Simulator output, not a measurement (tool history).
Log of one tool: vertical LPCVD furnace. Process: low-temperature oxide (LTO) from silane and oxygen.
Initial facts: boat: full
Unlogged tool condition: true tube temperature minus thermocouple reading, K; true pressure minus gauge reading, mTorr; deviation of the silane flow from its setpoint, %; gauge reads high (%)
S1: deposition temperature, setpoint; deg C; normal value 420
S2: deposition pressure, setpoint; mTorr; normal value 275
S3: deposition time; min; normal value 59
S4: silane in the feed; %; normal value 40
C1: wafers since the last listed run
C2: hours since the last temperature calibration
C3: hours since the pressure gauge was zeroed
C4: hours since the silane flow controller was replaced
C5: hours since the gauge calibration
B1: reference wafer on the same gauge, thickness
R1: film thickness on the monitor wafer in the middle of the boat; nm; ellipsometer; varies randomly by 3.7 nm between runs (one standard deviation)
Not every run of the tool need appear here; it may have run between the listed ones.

run,hour,S1,S2,S3,S4,C1,C2,C3,C4,C5,B1,R1
1,0,425,275,77,40,0,950.1,921.5,3690.1,431,747.77,1220.58
2,34.1,420,275,59,40,352,984.2,955.6,3724.2,465.1,747.48,891.57
3,92.6,420,275,59,40,604,1042.7,1014.1,3782.7,523.6,747.73,898.88
4,150.2,420,275,59,40,595,1100.3,1071.7,3840.3,581.2,747.29,895.3
5,205.1,420,275,59,40,567,1155.2,1126.6,3895.2,636.1,747.78,899.73
6,269.5,420,275,59,40,665,1219.6,1191,3959.6,700.5,748.27,895.68
7,293.8,420,275,59,40,251,1243.9,1215.3,3983.9,724.8,748.56,905.96
8,337.8,420,275,59,40,454,1287.9,1259.3,4027.9,768.8,747.81,897.27
9,402.3,420,275,59,40,666,1352.4,1323.8,4092.4,833.3,747.86,905.9
# hour 426.5: thermocouples replaced and temperature profile calibrated
10,473.8,414,275,59,40,491,47.3,1395.3,4163.9,904.8,747.24,825.21
11,500,414,275,59,40,270,73.5,1421.5,4190.1,931,750.17,819.91
# hour 549.9: pressure gauge zeroed
12,550.4,420,215,59,40,272,123.9,0.5,4240.5,981.4,747.47,687.04
# hour 583.3: silane flow controller replaced
13,583.7,420,275,59,40,96,157.2,33.8,0.4,1014.7,746.84,882.91

Run 14 has not been measured yet. What should we expect?
14,619.6,420,235,59,40,371,193.1,69.7,36.3,1050.6,?,?

Run 14 produced B1 746.9, R1 751.78 nm.
Were there no unlogged condition in the tool, this run, its random variation unchanged, would have produced R1 750.81 nm.
